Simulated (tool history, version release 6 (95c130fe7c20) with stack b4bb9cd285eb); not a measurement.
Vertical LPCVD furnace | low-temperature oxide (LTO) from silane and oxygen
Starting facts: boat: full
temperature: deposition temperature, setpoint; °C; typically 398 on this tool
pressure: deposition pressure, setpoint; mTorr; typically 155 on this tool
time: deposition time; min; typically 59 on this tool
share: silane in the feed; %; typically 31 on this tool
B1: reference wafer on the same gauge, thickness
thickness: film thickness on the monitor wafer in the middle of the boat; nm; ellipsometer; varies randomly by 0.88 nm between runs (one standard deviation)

{"run": 1, "hour": 0.0, "temperature": 398, "pressure": 155, "time": 59, "share": 27, "B1": 248.18, "thickness": 221.45}
{"run": 2, "hour": 69.8, "temperature": 398, "pressure": 155, "time": 59, "share": 27, "B1": 247.9, "thickness": 219.72}
{"run": 3, "hour": 178.4, "temperature": 398, "pressure": 155, "time": 59, "share": 27, "B1": 248.04, "thickness": 220.09}
{"hour": 207.8, "done": "gauge calibrated"}
{"run": 4, "hour": 236.3, "temperature": 398, "pressure": 155, "time": 59, "share": 31, "B1": 247.95, "thickness": 269.2}
{"run": 5, "hour": 289.9, "temperature": 398, "pressure": 155, "time": 70.5, "share": 31, "B1": 247.97, "thickness": 320.71}
{"run": 6, "hour": 318.4, "temperature": 396, "pressure": 140, "time": 59, "share": 31, "B1": 248.05, "thickness": 237.2}
{"run": 7, "hour": 380.3, "temperature": 396, "pressure": 140, "time": 59, "share": 31, "B1": 247.93, "thickness": 237.31}
{"run": 8, "hour": 407.4, "temperature": 394, "pressure": 155, "time": 59, "share": 31, "B1": 247.96, "thickness": 258.52}
{"run": 9, "hour": 462.0, "temperature": 394, "pressure": 155, "time": 59, "share": 31, "B1": 247.94, "thickness": 256.7}
{"hour": 491.8, "done": "thermocouples replaced and temperature profile calibrated"}
{"run": 10, "hour": 498.7, "temperature": 398, "pressure": 155, "time": 59, "share": 31, "B1": 247.93, "thickness": 269.25}
{"run": 11, "hour": 527.8, "temperature": 398, "pressure": 155, "time": 59, "share": 31, "B1": 247.94, "thickness": 268.13}
{"run": 12, "hour": 568.6, "temperature": 398, "pressure": 155, "time": 67, "share": 31, "B1": 247.92, "thickness": 304.61}
{"hour": 620.1, "done": "silane flow controller replaced"}
{"run": 13, "hour": 620.6, "temperature": 395, "pressure": 155, "time": 59, "share": 31, "B1": 247.96, "thickness": 229.32}
{"hour": 673.3, "done": "pressure gauge zeroed"}
{"run": 14, "hour": 681.6, "temperature": 389, "pressure": 155, "time": 59, "share": 37, "B1": 247.93, "thickness": 278.44}
{"run": 15, "hour": 722.4, "temperature": 398, "pressure": 155, "time": 59, "share": 31, "B1": 247.96, "thickness": 240.45}
{"run": 16, "hour": 792.5, "temperature": 398, "pressure": 190, "time": 59, "share": 26, "B1": 247.85, "thickness": 222.53}
{"hour": 814.0, "done": "gauge calibrated"}
{"hour": 833.0, "done": "silane flow controller replaced, repeated, since the last time left the tool worse"}
{"run": 17, "hour": 837.5, "temperature": 407, "pressure": 155, "time": 59, "share": 31, "B1": 248.11, "thickness": 286.84}
{"run": 18, "hour": 970.8, "temperature": 398, "pressure": 190, "time": 59, "share": 26, "B1": 247.96, "thickness": 245.08}
{"run": 19, "hour": 1001.8, "temperature": 398, "pressure": 155, "time": 59, "share": 31, "B1": 248.08, "thickness": 259.89}
{"run": 20, "hour": 1033.9, "temperature": 395, "pressure": 190, "time": 67.5, "share": 33, "B1": 247.89, "thickness": 384.82}
{"run": 21, "hour": 1081.9, "temperature": 398, "pressure": 130, "time": 59, "share": 31, "B1": 247.96, "thickness": 218.42}
{"run": 22, "hour": 1147.7, "temperature": 398, "pressure": 170, "time": 59, "share": 31, "B1": 247.95, "thickness": 285.5}

Predict each of these 5 candidate next runs independently; none follows another, all start after run 22:
{"run": "A", "hour": 1152.3, "temperature": 398, "pressure": 155, "time": 59, "share": 31, "B1": "?", "thickness": "?"}
{"run": "B", "hour": 1152.3, "temperature": 403, "pressure": 125, "time": 46.5, "share": 26, "B1": "?", "thickness": "?"}
{"run": "C", "hour": 1152.3, "temperature": 393, "pressure": 145, "time": 59, "share": 31, "B1": "?", "thickness": "?"}
{"run": "D", "hour": 1152.3, "temperature": 404, "pressure": 155, "time": 59, "share": 31, "B1": "?", "thickness": "?"}
{"run": "E", "hour": 1152.3, "temperature": 406, "pressure": 175, "time": 78.5, "share": 31, "B1": "?", "thickness": "?"}

run=A B1=248.07 thickness=261.68
run=B B1=248.07 thickness=135.88
run=C B1=248.07 thickness=230.54
run=D B1=248.07 thickness=280.8
run=E B1=248.07 thickness=431.69
With no hidden state in the tool, these same runs would have given:
run=A thickness=259.64
run=B thickness=134.66
run=C thickness=228.72
run=D thickness=278.63
run=E thickness=428.37
